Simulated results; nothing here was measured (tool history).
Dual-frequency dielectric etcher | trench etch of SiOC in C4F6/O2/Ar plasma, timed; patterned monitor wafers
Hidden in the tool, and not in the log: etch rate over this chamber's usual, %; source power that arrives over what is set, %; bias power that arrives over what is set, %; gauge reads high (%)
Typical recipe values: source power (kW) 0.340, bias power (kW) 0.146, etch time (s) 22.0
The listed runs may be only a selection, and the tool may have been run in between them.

run	day	source power (kW)	bias power (kW)	etch time (s)	wafers since the last listed run	hours since the last wet clean	hours since the last source power generator calibration	hours since the last bias power generator calibration	hours since the last upper electrode change	hours since the gauge calibration	read-back reference wafer on the same gauge, depth_nm	mean etch depth across the wafer (nm)
1	0.000	0.340	0.146	22.0	0	216.2	3479.1	1161.7	1800.8	29.6	34.50	37.29
2	0.654	0.340	0.146	22.0	356	231.9	3494.8	1177.4	1816.5	45.3	34.49	36.82
3	0.967	0.340	0.146	22.0	170	239.4	3502.3	1184.9	1824.0	52.8	34.46	37.03
4	1.592	0.340	0.146	22.0	340	254.4	3517.3	1199.9	1839.0	67.8	34.46	37.40
5	2.088	0.340	0.146	22.0	270	266.3	3529.2	1211.8	1850.9	79.7	34.51	36.99
6	2.750	0.340	0.146	22.0	361	282.2	3545.1	1227.7	1866.8	95.6	34.47	36.62
7	3.488	0.340	0.146	22.0	402	299.9	3562.8	1245.4	1884.5	113.3	34.50	36.91
8	3.792	0.340	0.146	22.0	165	307.2	3570.1	1252.7	1891.8	120.6	34.53	36.68
9	4.192	0.340	0.167	22.0	218	316.8	3579.7	1262.3	1901.4	130.2	34.49	38.14
10	4.846	0.340	0.167	22.0	356	332.5	3595.4	1278.0	1917.1	145.9	34.58	37.70
11	5.254	0.340	0.167	22.0	222	342.3	3605.2	1287.8	1926.9	155.7	34.48	37.54
12	5.650	0.340	0.146	22.0	215	351.8	3614.7	1297.3	1936.4	165.2	34.48	36.70
13	6.217	0.340	0.146	22.0	309	365.4	3628.3	1310.9	1950.0	178.8	34.47	36.87
14	6.604	0.320	0.146	17.5	211	374.7	3637.6	1320.2	1959.3	188.1	34.51	28.08
# day 7.788: upper electrode replaced
15	8.742	0.340	0.146	22.0	620	426.0	3688.9	1371.5	22.9	239.4	34.52	36.62
16	9.179	0.280	0.179	19.0	238	436.5	3699.4	1382.0	33.4	249.9	34.44	30.78
17	9.433	0.320	0.146	18.0	138	442.6	3705.5	1388.1	39.5	256.0	34.55	29.11
# day 9.550: gauge calibrated
# day 11.396: bias power generator calibrated
18	11.417	0.290	0.164	26.0	990	490.2	3753.1	0.5	87.1	44.8	34.49	41.25
19	11.904	0.340	0.146	22.0	265	501.9	3764.8	12.2	98.8	56.5	34.47	36.33
# day 12.567: source power generator calibrated
20	12.588	0.380	0.146	20.0	281	518.3	0.5	28.6	115.2	72.9	34.56	34.62
21	12.879	0.310	0.146	22.0	159	525.3	7.5	35.6	122.2	79.9	34.51	34.83
# day 14.617: wet clean of the chamber
22	15.062	0.390	0.124	24.5	645	10.7	59.9	88.0	174.6	132.3	34.55	42.66
23	15.633	0.360	0.115	18.0	311	24.4	73.6	101.7	188.3	146.0	34.51	29.86
24	16.375	0.390	0.155	17.0	404	42.2	91.4	119.5	206.1	163.8	34.54	31.49
25	16.879	0.300	0.124	18.0	274	54.3	103.5	131.6	218.2	175.9	34.49	27.86
26	17.525	0.340	0.167	22.0	352	69.8	119.0	147.1	233.7	191.4	34.46	38.89
27	18.096	0.340	0.146	22.0	311	83.5	132.7	160.8	247.4	205.1	34.46	37.61
28	18.504	0.270	0.146	19.5	222	93.3	142.5	170.6	257.2	214.9	34.45	29.93
29	19.192	0.340	0.146	22.0	374	109.8	159.0	187.1	273.7	231.4	34.54	37.45

Alternative continuations, all from the tool just after run 29; predict every row:
A	19.208	0.270	0.146	22.0	9	110.2	159.4	187.5	274.1	231.8	?	?
B	19.208	0.270	0.136	17.5	9	110.2	159.4	187.5	274.1	231.8	?	?
C	19.208	0.390	0.156	28.0	9	110.2	159.4	187.5	274.1	231.8	?	?
D	19.208	0.340	0.161	22.0	9	110.2	159.4	187.5	274.1	231.8	?	?
E	19.208	0.420	0.146	22.0	9	110.2	159.4	187.5	274.1	231.8	?	?

run	read-back reference wafer on the same gauge, depth_nm	mean etch depth across the wafer (nm)
A	34.49	33.42
B	34.49	26.06
C	34.49	50.69
D	34.49	37.93
E	34.49	40.35
Without the tool's unlogged condition, the same runs would have read:
run	mean etch depth across the wafer (nm)
A	33.78
B	26.34
C	51.25
D	38.34
E	40.79
